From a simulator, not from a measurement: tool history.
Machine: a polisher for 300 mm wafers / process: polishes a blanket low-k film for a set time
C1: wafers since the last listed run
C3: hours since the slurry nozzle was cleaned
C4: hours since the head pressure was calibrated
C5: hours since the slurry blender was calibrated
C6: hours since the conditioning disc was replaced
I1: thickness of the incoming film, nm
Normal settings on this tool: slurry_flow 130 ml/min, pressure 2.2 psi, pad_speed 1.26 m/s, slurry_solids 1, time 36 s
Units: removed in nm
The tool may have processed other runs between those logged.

Run 1, day 0: usual settings; C1 0; wafers polished on this pad 3622; C3 577.1; C4 187.6; C5 359.5; C6 273.3; I1 630.9. Result: removed 23.8 nm.
Run 2, day 1.046: usual settings; C1 354; wafers polished on this pad 3976; C3 602.2; C4 212.7; C5 384.6; C6 298.4; I1 632.7. Result: removed 23.9 nm.
At day 2.083: slurry nozzle cleaned.
Run 3, day 3.108: usual settings; C1 684; wafers polished on this pad 4661; C3 24.6; C4 262.2; C5 434.1; C6 347.9; I1 631.3. Result: removed 23.9 nm.
At day 4.196: worn pad replaced by a new one.
At day 4.262: slurry blender recalibrated.
At day 4.529: conditioning disc replaced and pad reconditioned.
Run 4, day 5.808: usual settings; C1 807; wafers polished on this pad 495; C3 89.4; C4 327; C5 37.1; C6 30.7; I1 631. Result: removed 24.6 nm.
At day 7.204: head pressure recalibrated, repeated, since the last time left the tool worse.
Run 5, day 7.792: usual settings; C1 643; wafers polished on this pad 1138; C3 137; C4 14.1; C5 84.7; C6 78.3; I1 639.3. Result: removed 21.3 nm.
Run 6, day 10.108: usual settings; C1 784; wafers polished on this pad 1923; C3 192.6; C4 69.7; C5 140.3; C6 133.9; I1 623.3. Result: removed 21.2 nm.
Run 7, day 12.746: usual settings but slurry_flow 155 ml/min, pressure 1.5 psi; C1 893; wafers polished on this pad 2816; C3 255.9; C4 133; C5 203.6; C6 197.2; I1 627.7. Result: removed 15.3 nm.
Run 8, day 15.204: usual settings; C1 832; wafers polished on this pad 3648; C3 314.9; C4 192; C5 262.6; C6 256.2; I1 631.9. Result: removed 21.3 nm.
Run 9, day 17.529: usual settings but pad_speed 1.66 m/s, slurry_solids 0.75; C1 787; wafers polished on this pad 4435; C3 370.7; C4 247.8; C5 318.4; C6 312; I1 633.9. Result: removed 20.8 nm.
Run 10, day 19.229: usual settings but pad_speed 1.66 m/s, slurry_solids 0.75; C1 575; wafers polished on this pad 5011; C3 411.5; C4 288.6; C5 359.2; C6 352.8; I1 629.6. Result: removed 21.3 nm.
At day 19.967: slurry blender recalibrated.
Run 11, day 21.95: usual settings but slurry_flow 90 ml/min, slurry_solids 0.9; C1 893; wafers polished on this pad 5904; C3 476.8; C4 353.9; C5 47.6; C6 418.1; I1 627.6. Result: removed 19.1 nm.
At day 22.458: conditioning disc replaced and pad reconditioned.
At day 23.146: head pressure recalibrated.
Run 12, day 23.167: usual settings but time 23 s; C1 355; wafers polished on this pad 6259; C3 506; C4 0.5; C5 76.8; C6 17; I1 632.4. Result: removed 13.6 nm.
At day 23.792: worn pad replaced by a new one.
Run 13, day 24.275: usual settings but slurry_flow 150 ml/min, slurry_solids 0.75; C1 318; wafers polished on this pad 163; C3 532.6; C4 27.1; C5 103.4; C6 43.6; I1 626.9. Result: removed 18.4 nm.
At day 28.338: slurry nozzle cleaned.
Run 14, day 32.412: usual settings but slurry_flow 150 ml/min, pad_speed 1.52 m/s; C1 2741; wafers polished on this pad 2904; C3 97.8; C4 222.4; C5 298.7; C6 238.9; I1 629.6. Result: removed 24.5 nm.
At day 34.821: slurry blender recalibrated.
Run 15, day 34.846: usual settings; C1 795; wafers polished on this pad 3700; C3 156.2; C4 280.8; C5 0.6; C6 297.3; I1 630.3. Result: removed 21.9 nm.
At day 38.871: head pressure recalibrated.
At day 39.792: worn pad replaced by a new one.
At day 41.175: conditioning disc replaced and pad reconditioned.
Run 16, day 42.275: usual settings but pad_speed 1.06 m/s, slurry_solids 1.3; C1 2402; wafers polished on this pad 812; C3 334.5; C4 81.7; C5 178.9; C6 26.4; I1 637.5. Result: removed 22.9 nm.
Run 17, day 43.758: usual settings but time 41 s; C1 502; wafers polished on this pad 1314; C3 370.1; C4 117.3; C5 214.5; C6 62; I1 624.2. Result: removed 24.6 nm.
Run 18, day 45.508: usual settings but slurry_flow 150 ml/min, slurry_solids 1.15, time 32 s; C1 592; wafers polished on this pad 1906; C3 412.1; C4 159.3; C5 256.5; C6 104; I1 626.2. Result: removed 21.3 nm.
Run 19, day 47.446: usual settings; C1 656; wafers polished on this pad 2562; C3 458.6; C4 205.8; C5 303; C6 150.5; I1 633.5. Result: removed 21.5 nm.
Run 20, day 48.496: usual settings but slurry_flow 165 ml/min; C1 355; wafers polished on this pad 2918; C3 483.8; C4 231; C5 328.2; C6 175.7; I1 640.5. Result: removed 22.4 nm.
Run 21, day 51.029: usual settings; C1 857; wafers polished on this pad 3776; C3 544.6; C4 291.8; C5 389; C6 236.5; I1 630. Result: removed 22.1 nm.

Estimate the outcome of run 22 from the log above:
At day 51.692: slurry nozzle cleaned.
Run 22, day 53.654: usual settings; C1 874; wafers polished on this pad 4650; C3 47.1; C4 354.8; C5 452; C6 299.5; I1 626.1. Result: removed ?.

{"run 22": {"removed": 22.1}}
If the tool had no hidden condition, the same run with the same run-to-run variation would have returned removed 21.1 nm.

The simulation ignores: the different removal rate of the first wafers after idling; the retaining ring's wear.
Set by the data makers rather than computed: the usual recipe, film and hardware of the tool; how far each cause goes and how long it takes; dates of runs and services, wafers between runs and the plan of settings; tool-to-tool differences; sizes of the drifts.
